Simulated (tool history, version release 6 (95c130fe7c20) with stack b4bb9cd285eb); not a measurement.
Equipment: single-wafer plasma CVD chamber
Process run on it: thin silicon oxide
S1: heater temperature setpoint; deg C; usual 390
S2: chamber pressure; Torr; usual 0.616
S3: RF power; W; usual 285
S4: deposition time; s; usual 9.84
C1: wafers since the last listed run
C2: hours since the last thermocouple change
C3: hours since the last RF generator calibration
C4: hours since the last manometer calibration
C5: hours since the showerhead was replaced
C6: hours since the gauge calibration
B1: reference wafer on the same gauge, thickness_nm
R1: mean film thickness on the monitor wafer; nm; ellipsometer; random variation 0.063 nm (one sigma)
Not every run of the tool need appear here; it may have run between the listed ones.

run	day	S1	S2	S3	S4	C1	C2	C3	C4	C5	C6	B1	R1
1	0	385	0.616	250	9.84	0	276.5	213.3	1926.9	5847.5	1083.3	17.497	14.028
2	1.571	390	0.616	285	9.84	900	314.2	251	1964.6	5885.2	1121	17.485	15.355
3	3.212	382	0.616	285	9.84	941	353.6	290.4	2004	5924.6	1160.4	17.504	15.302
4	5.988	382	0.616	285	9.84	1591	420.2	357	2070.6	5991.2	1227	17.483	15.172
5	7.142	382	0.616	285	9.84	661	447.9	384.7	2098.3	6018.9	1254.7	17.501	15.262
# day 8.796: capacitance manometer re-zeroed and calibrated
6	8.817	400	0.724	240	10.52	769	488.1	424.9	0.5	6059.1	1294.9	17.515	16.429
7	10.921	390	0.616	265	9.84	1206	538.6	475.4	51	6109.6	1345.4	17.488	14.472
8	12.758	390	0.616	285	9.84	1053	582.7	519.5	95.1	6153.7	1389.5	17.481	14.996
9	14.5	390	0.743	235	9.08	998	624.5	561.3	136.9	6195.5	1431.3	17.514	14.449
# day 17.608: showerhead replaced
10	17.629	400	0.616	250	9.84	1603	699.6	636.4	212	0.5	1506.4	17.498	13.733
11	18.683	390	0.616	285	9.84	604	724.9	661.7	237.3	25.8	1531.7	17.509	15.017
12	23.692	385	0.616	250	9.84	2872	845.1	781.9	357.5	146	1651.9	17.506	13.751
13	26.146	390	0.616	330	9.84	1407	904	840.8	416.4	204.9	1710.8	17.505	16.203
14	28.992	390	0.616	270	9.84	1632	972.3	909.1	484.7	273.2	1779.1	17.502	14.433
15	30.238	390	0.616	285	11.11	714	1002.2	939	514.6	303.1	1809	17.506	16.847
# day 35.446: gauge calibrated
16	38.75	390	0.616	270	9.84	4881	1206.5	1143.3	718.9	507.4	79.3	17.51	14.383
17	40.388	390	0.502	265	10.44	939	1245.8	1182.6	758.2	546.7	118.6	17.53	12.836
18	42.008	390	0.616	300	9.13	929	1284.7	1221.5	797.1	585.6	157.5	17.475	14.101
19	44.596	375	0.742	285	9.84	1483	1346.8	1283.6	859.2	647.7	219.6	17.501	17.203
20	45.95	390	0.616	285	9.84	776	1379.3	1316.1	891.7	680.2	252.1	17.524	14.707
# day 47.479: thermocouple changed; heater temperature recalibrated
21	47.5	394	0.501	285	8.02	697	0.5	1353.3	928.9	717.4	289.3	17.504	10.139
22	49.446	381	0.71	245	8.66	1115	47.2	1400	975.6	764.1	336	17.495	13.197
23	51.996	390	0.692	315	11.6	1462	108.4	1461.2	1036.8	825.3	397.2	17.505	19.958
24	54.283	390	0.616	285	9.84	1311	163.3	1516.1	1091.7	880.2	452.1	17.509	14.681
25	56.858	401	0.746	305	9.84	1476	225.1	1577.9	1153.5	942	513.9	17.484	17.501
# day 59.312: RF generator calibrated
26	59.462	394	0.501	285	8.02	1302	287.6	3.6	1216	1004.5	576.4	17.505	10.453
27	61.671	390	0.616	285	9.84	1266	340.6	56.6	1269	1057.5	629.4	17.474	15.242

What the log doesn't show, run by run:
wafer temperature above the value expected at the setpoint (K): 0, the same for each run
true pressure above the setpoint (%): 0, the same for each run
gauge reads high (%): 0, the same for each run
H1: delivered RF power above the setpoint (%)
run	H1
1	-1.58
2	-1.77
3	-1.98
4	-2.32
5	-2.46
6	-2.67
7	-2.93
8	-3.16
9	-3.38
10	-3.77
11	-3.9
12	-4.52
13	-4.83
14	-5.18
15	-5.33
16	-6.39
17	-6.6
18	-6.8
19	-7.12
20	-7.29
21	-7.48
22	-7.72
23	-8.04
24	-8.32
25	-8.64
26	-1.97
27	-2.25
